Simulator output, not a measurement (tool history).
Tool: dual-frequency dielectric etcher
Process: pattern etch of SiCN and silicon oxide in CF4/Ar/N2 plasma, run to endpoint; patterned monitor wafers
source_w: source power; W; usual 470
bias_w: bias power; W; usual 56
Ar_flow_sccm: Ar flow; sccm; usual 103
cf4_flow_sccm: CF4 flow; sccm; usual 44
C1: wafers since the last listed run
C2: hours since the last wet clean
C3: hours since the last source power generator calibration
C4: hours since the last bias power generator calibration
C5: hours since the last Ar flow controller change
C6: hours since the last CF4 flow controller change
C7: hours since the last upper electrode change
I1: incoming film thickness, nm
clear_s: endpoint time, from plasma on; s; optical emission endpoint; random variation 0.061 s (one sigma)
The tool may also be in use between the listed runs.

{"run": 1, "hour": 0.0, "source_w": 470, "bias_w": 56, "Ar_flow_sccm": 103, "cf4_flow_sccm": 44, "C1": 0, "C2": 300.7, "C3": 2761.5, "C4": 3190.2, "C5": 3194.4, "C6": 4188.0, "C7": 3461.3, "I1": 14.87, "clear_s": 21.3}
{"run": 2, "hour": 29.4, "source_w": 470, "bias_w": 56, "Ar_flow_sccm": 103, "cf4_flow_sccm": 44, "C1": 364, "C2": 330.1, "C3": 2790.9, "C4": 3219.6, "C5": 3223.8, "C6": 4217.4, "C7": 3490.7, "I1": 14.8, "clear_s": 21.1}
{"run": 3, "hour": 93.0, "source_w": 470, "bias_w": 56, "Ar_flow_sccm": 103, "cf4_flow_sccm": 44, "C1": 789, "C2": 393.7, "C3": 2854.5, "C4": 3283.2, "C5": 3287.4, "C6": 4281.0, "C7": 3554.3, "I1": 14.82, "clear_s": 21.1}
{"run": 4, "hour": 123.5, "source_w": 470, "bias_w": 56, "Ar_flow_sccm": 103, "cf4_flow_sccm": 44, "C1": 378, "C2": 424.2, "C3": 2885.0, "C4": 3313.7, "C5": 3317.9, "C6": 4311.5, "C7": 3584.8, "I1": 14.92, "clear_s": 21.3}
{"run": 5, "hour": 178.0, "source_w": 470, "bias_w": 56, "Ar_flow_sccm": 103, "cf4_flow_sccm": 44, "C1": 676, "C2": 478.7, "C3": 2939.5, "C4": 3368.2, "C5": 3372.4, "C6": 4366.0, "C7": 3639.3, "I1": 14.87, "clear_s": 21.2}
{"hour": 244.1, "done": "wet clean of the chamber"}
{"run": 6, "hour": 244.6, "source_w": 470, "bias_w": 56, "Ar_flow_sccm": 103, "cf4_flow_sccm": 44, "C1": 528, "C2": 0.5, "C3": 3006.1, "C4": 3434.8, "C5": 3439.0, "C6": 4432.6, "C7": 3705.9, "I1": 14.95, "clear_s": 21.4}
{"hour": 258.3, "done": "CF4 flow controller replaced"}
{"run": 7, "hour": 284.3, "source_w": 470, "bias_w": 56, "Ar_flow_sccm": 103, "cf4_flow_sccm": 44, "C1": 418, "C2": 40.2, "C3": 3045.8, "C4": 3474.5, "C5": 3478.7, "C6": 26.0, "C7": 3745.6, "I1": 14.89, "clear_s": 21.4}
{"hour": 325.0, "done": "upper electrode replaced"}
{"run": 8, "hour": 338.6, "source_w": 470, "bias_w": 56, "Ar_flow_sccm": 103, "cf4_flow_sccm": 44, "C1": 376, "C2": 94.5, "C3": 3100.1, "C4": 3528.8, "C5": 3533.0, "C6": 80.3, "C7": 13.6, "I1": 14.8, "clear_s": 21.3}
{"hour": 378.2, "done": "Ar flow controller replaced"}
{"run": 9, "hour": 396.1, "source_w": 510, "bias_w": 66, "Ar_flow_sccm": 94, "cf4_flow_sccm": 44, "C1": 639, "C2": 152.0, "C3": 3157.6, "C4": 3586.3, "C5": 17.9, "C6": 137.8, "C7": 71.1, "I1": 14.9, "clear_s": 18.1}
{"run": 10, "hour": 459.7, "source_w": 470, "bias_w": 44, "Ar_flow_sccm": 103, "cf4_flow_sccm": 44, "C1": 789, "C2": 215.6, "C3": 3221.2, "C4": 3649.9, "C5": 81.5, "C6": 201.4, "C7": 134.7, "I1": 14.83, "clear_s": 23.0}
{"hour": 476.1, "done": "source power generator calibrated"}
{"run": 11, "hour": 489.7, "source_w": 570, "bias_w": 56, "Ar_flow_sccm": 117, "cf4_flow_sccm": 38, "C1": 322, "C2": 245.6, "C3": 13.6, "C4": 3679.9, "C5": 111.5, "C6": 231.4, "C7": 164.7, "I1": 14.93, "clear_s": 17.5}
{"hour": 506.5, "done": "bias power generator calibrated"}
{"run": 12, "hour": 530.3, "source_w": 390, "bias_w": 49, "Ar_flow_sccm": 103, "cf4_flow_sccm": 50, "C1": 454, "C2": 286.2, "C3": 54.2, "C4": 23.8, "C5": 152.1, "C6": 272.0, "C7": 205.3, "I1": 14.78, "clear_s": 25.6}
{"run": 13, "hour": 577.8, "source_w": 390, "bias_w": 49, "Ar_flow_sccm": 103, "cf4_flow_sccm": 50, "C1": 589, "C2": 333.7, "C3": 101.7, "C4": 71.3, "C5": 199.6, "C6": 319.5, "C7": 252.8, "I1": 15.08, "clear_s": 26.2}
{"run": 14, "hour": 629.8, "source_w": 520, "bias_w": 56, "Ar_flow_sccm": 78, "cf4_flow_sccm": 44, "C1": 645, "C2": 385.7, "C3": 153.7, "C4": 123.3, "C5": 251.6, "C6": 371.5, "C7": 304.8, "I1": 14.94, "clear_s": 17.4}
{"run": 15, "hour": 656.7, "source_w": 470, "bias_w": 67, "Ar_flow_sccm": 84, "cf4_flow_sccm": 33, "C1": 333, "C2": 412.6, "C3": 180.6, "C4": 150.2, "C5": 278.5, "C6": 398.4, "C7": 331.7, "I1": 14.88, "clear_s": 19.5}

Measured less the same run without the tool's hidden state. The same run-to-run variation is in both; the gauge's scatter may not be:
The hidden state here: etch rate over this chamber's usual, %; source power that arrives over what is set, %; bias power that arrives over what is set, %; Ar flow that arrives over what is set, %; CF4 flow that arrives over what is set, %.
run=1 clear_s=+0.9
run=2 clear_s=+0.8
run=3 clear_s=+0.9
run=4 clear_s=+0.8
run=5 clear_s=+0.8
run=6 clear_s=+0.9
run=7 clear_s=+1.0
run=8 clear_s=+1.0
run=9 clear_s=+0.8
run=10 clear_s=+1.0
run=11 clear_s=+0.0
run=12 clear_s=-0.1
run=13 clear_s=+0.0
run=14 clear_s=+0.0
run=15 clear_s=+0.0

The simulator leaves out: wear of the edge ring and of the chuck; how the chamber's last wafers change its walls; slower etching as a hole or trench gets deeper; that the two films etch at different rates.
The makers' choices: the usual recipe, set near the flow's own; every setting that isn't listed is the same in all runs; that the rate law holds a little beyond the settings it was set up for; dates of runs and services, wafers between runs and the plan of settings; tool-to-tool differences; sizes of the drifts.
